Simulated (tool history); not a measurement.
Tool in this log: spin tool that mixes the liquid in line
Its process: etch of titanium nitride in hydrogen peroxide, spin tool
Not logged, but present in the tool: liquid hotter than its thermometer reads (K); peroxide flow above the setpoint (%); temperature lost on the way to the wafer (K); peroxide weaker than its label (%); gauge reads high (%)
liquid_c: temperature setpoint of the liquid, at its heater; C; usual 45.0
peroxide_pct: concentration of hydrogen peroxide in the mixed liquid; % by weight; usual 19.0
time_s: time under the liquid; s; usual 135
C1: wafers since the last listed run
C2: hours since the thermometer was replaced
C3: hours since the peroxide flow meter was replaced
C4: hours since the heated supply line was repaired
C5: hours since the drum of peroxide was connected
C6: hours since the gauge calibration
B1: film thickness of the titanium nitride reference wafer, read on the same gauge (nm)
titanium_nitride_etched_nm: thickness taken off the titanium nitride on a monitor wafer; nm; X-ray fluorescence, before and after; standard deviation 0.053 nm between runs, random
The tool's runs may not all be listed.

{"run": 1, "hour": 0.0, "liquid_c": 45.0, "peroxide_pct": 19.0, "time_s": 110, "C1": 0, "C2": 1697.0, "C3": 1788.3, "C4": 2093.1, "C5": 1292.1, "C6": 222.8, "B1": 70.02, "titanium_nitride_etched_nm": 4.92}
{"run": 2, "hour": 80.3, "liquid_c": 45.0, "peroxide_pct": 19.0, "time_s": 135, "C1": 579, "C2": 1777.3, "C3": 1868.6, "C4": 2173.4, "C5": 1372.4, "C6": 303.1, "B1": 70.01, "titanium_nitride_etched_nm": 5.97}
{"run": 3, "hour": 107.3, "liquid_c": 45.0, "peroxide_pct": 19.0, "time_s": 135, "C1": 194, "C2": 1804.3, "C3": 1895.6, "C4": 2200.4, "C5": 1399.4, "C6": 330.1, "B1": 70.0, "titanium_nitride_etched_nm": 5.95}
{"run": 4, "hour": 140.7, "liquid_c": 45.0, "peroxide_pct": 19.0, "time_s": 135, "C1": 241, "C2": 1837.7, "C3": 1929.0, "C4": 2233.8, "C5": 1432.8, "C6": 363.5, "B1": 70.0, "titanium_nitride_etched_nm": 5.97}
{"run": 5, "hour": 216.4, "liquid_c": 45.0, "peroxide_pct": 19.0, "time_s": 135, "C1": 546, "C2": 1913.4, "C3": 2004.7, "C4": 2309.5, "C5": 1508.5, "C6": 439.2, "B1": 70.01, "titanium_nitride_etched_nm": 5.97}
{"hour": 218.8, "done": "heated supply line repaired"}
{"run": 6, "hour": 250.4, "liquid_c": 45.0, "peroxide_pct": 19.0, "time_s": 135, "C1": 238, "C2": 1947.4, "C3": 2038.7, "C4": 31.6, "C5": 1542.5, "C6": 473.2, "B1": 70.01, "titanium_nitride_etched_nm": 7.23}
{"hour": 256.6, "done": "gauge calibrated"}
{"run": 7, "hour": 270.9, "liquid_c": 45.0, "peroxide_pct": 19.0, "time_s": 135, "C1": 147, "C2": 1967.9, "C3": 2059.2, "C4": 52.1, "C5": 1563.0, "C6": 14.3, "B1": 70.01, "titanium_nitride_etched_nm": 7.34}
{"run": 8, "hour": 304.7, "liquid_c": 45.0, "peroxide_pct": 19.0, "time_s": 135, "C1": 243, "C2": 2001.7, "C3": 2093.0, "C4": 85.9, "C5": 1596.8, "C6": 48.1, "B1": 69.99, "titanium_nitride_etched_nm": 7.29}
{"hour": 316.9, "done": "new drum of peroxide connected"}
{"run": 9, "hour": 320.3, "liquid_c": 39.0, "peroxide_pct": 14.5, "time_s": 85, "C1": 105, "C2": 2017.3, "C3": 2108.6, "C4": 101.5, "C5": 3.4, "C6": 63.7, "B1": 70.02, "titanium_nitride_etched_nm": 2.74}
{"hour": 331.4, "done": "peroxide flow meter replaced"}
{"hour": 369.7, "done": "thermometer replaced"}
{"run": 10, "hour": 408.5, "liquid_c": 40.0, "peroxide_pct": 17.0, "time_s": 55, "C1": 622, "C2": 38.8, "C3": 77.1, "C4": 189.7, "C5": 91.6, "C6": 151.9, "B1": 70.02, "titanium_nitride_etched_nm": 1.95}
{"run": 11, "hour": 425.7, "liquid_c": 50.5, "peroxide_pct": 19.0, "time_s": 135, "C1": 124, "C2": 56.0, "C3": 94.3, "C4": 206.9, "C5": 108.8, "C6": 169.1, "B1": 69.99, "titanium_nitride_etched_nm": 10.78}
{"run": 12, "hour": 458.4, "liquid_c": 49.5, "peroxide_pct": 19.0, "time_s": 55, "C1": 236, "C2": 88.7, "C3": 127.0, "C4": 239.6, "C5": 141.5, "C6": 201.8, "B1": 70.0, "titanium_nitride_etched_nm": 4.14}
{"run": 13, "hour": 484.6, "liquid_c": 55.0, "peroxide_pct": 22.0, "time_s": 170, "C1": 189, "C2": 114.9, "C3": 153.2, "C4": 265.8, "C5": 167.7, "C6": 228.0, "B1": 70.03, "titanium_nitride_etched_nm": 18.9}
{"run": 14, "hour": 507.9, "liquid_c": 45.0, "peroxide_pct": 19.0, "time_s": 70, "C1": 168, "C2": 138.2, "C3": 176.5, "C4": 289.1, "C5": 191.0, "C6": 251.3, "B1": 70.01, "titanium_nitride_etched_nm": 3.68}
{"run": 15, "hour": 523.3, "liquid_c": 45.0, "peroxide_pct": 19.0, "time_s": 135, "C1": 111, "C2": 153.6, "C3": 191.9, "C4": 304.5, "C5": 206.4, "C6": 266.7, "B1": 70.02, "titanium_nitride_etched_nm": 7.12}
{"run": 16, "hour": 539.0, "liquid_c": 45.0, "peroxide_pct": 14.5, "time_s": 190, "C1": 113, "C2": 169.3, "C3": 207.6, "C4": 320.2, "C5": 222.1, "C6": 282.4, "B1": 70.0, "titanium_nitride_etched_nm": 9.37}

Pick out some run-to-run changes in titanium_nitride_etched_nm. Of each, how much would a tool without hidden state show as well, from the settings, what came in and chance, and how much is left for the hidden state and any gauge scatter not in both results compared?
Run 5 -> 6: heated supply line repaired. titanium_nitride_etched_nm +1.26 nm: hidden state +1.43, all else -0.17.
Run 13 -> 14: liquid_c 55.0 -> 45.0, peroxide_pct 22.0 -> 19.0, time_s 170 -> 70. titanium_nitride_etched_nm -15.22 nm: hidden state +0.50, all else -15.72.
